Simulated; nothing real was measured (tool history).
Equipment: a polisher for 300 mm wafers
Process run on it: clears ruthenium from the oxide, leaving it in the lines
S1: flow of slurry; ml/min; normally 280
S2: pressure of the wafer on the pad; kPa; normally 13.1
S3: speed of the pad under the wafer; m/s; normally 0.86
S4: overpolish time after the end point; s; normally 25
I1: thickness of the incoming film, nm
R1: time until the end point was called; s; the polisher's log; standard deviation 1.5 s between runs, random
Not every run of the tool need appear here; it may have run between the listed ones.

run    hour   S1    S2    S3  S4     I1     R1
  1       0  280  13.1  0.86  25  110.7  114.7
       49.7  -- worn pad replaced by a new one
  2    67.5  280  13.1  0.64  25  107.6  145.8
  3   117.7  280  13.1  0.64  25    112  155.9
  4     182  280  13.1  0.64  25  107.9    153
  5   208.7  280  13.1  0.86  25  109.2  115.9
  6   244.3  235  13.1  0.86  34  112.2  122.1
      269.8  -- worn pad replaced by a new one
  7     278  235  13.1  0.86  34  111.8  126.9
  8   348.9  235  13.1  0.86  34  107.8    129
      356.6  -- slurry nozzle cleaned
  9   387.5  280  13.1  0.86  25  110.2  130.2
      437.7  -- worn pad replaced by a new one, repeated, since the last time left the tool worse
 10   439.7  280  13.1  0.86  25  110.1  108.4
 11   495.7  280  13.1  0.86  25  110.7  114.3
 12   553.4  280  13.1   1.1  25  111.3   89.6
 13   589.9  280  13.1  0.86  25  109.3  117.4
      596.5  -- head pressure recalibrated
      636.7  -- worn pad replaced by a new one
 14   644.3  280  13.1  0.86  25  108.1  109.1
 15   694.2  280    11  0.86  34  111.3  137.9
      729.5  -- slurry nozzle cleaned
 16   753.4  375  11.7   1.1  11  109.7   99.7
 17   793.4  220  13.1  1.02  25  110.7  102.9
      860.6  -- worn pad replaced by a new one
 18   864.7  280  13.1   0.6  39  108.6  154.6
 19   923.8  280  15.9  1.12  25  108.7   72.9
 20   974.5  280  13.1  0.86  25  111.9  117.2
 21  1035.9  215  13.1  0.86  15  109.7  119.8
     1056.6  -- worn pad replaced by a new one
 22    1100  280  14.5  0.86  31  109.7    104

Some steps in R1 between neighbouring runs. How much of each would the tool show without its hidden state too (settings, what came in, random variation), and how much is left for the hidden state, with any gauge scatter that isn't in both results?
The tool's hidden condition here consists of: removal rate lost through wear of the pad, %; slurry flow missing at the pad, %; deviation of the head's pressure from its setpoint, %.
Run 6 -> 7: worn pad replaced by a new one. R1 +4.8 s: hidden state +7, all else -2.2.
Run 9 -> 10: worn pad replaced by a new one, repeated, since the last time left the tool worse. R1 -21.8 s: hidden state -19.3, all else -2.5.
Run 17 -> 18: S1 220 -> 280, S3 1.02 -> 0.6, S4 25 -> 39, worn pad replaced by a new one. R1 +51.7 s: hidden state -4.4, all else +56.1.
Run 18 -> 19: S2 13.1 -> 15.9, S3 0.6 -> 1.12, S4 39 -> 25. R1 -81.7 s: hidden state +1.7, all else -83.4.

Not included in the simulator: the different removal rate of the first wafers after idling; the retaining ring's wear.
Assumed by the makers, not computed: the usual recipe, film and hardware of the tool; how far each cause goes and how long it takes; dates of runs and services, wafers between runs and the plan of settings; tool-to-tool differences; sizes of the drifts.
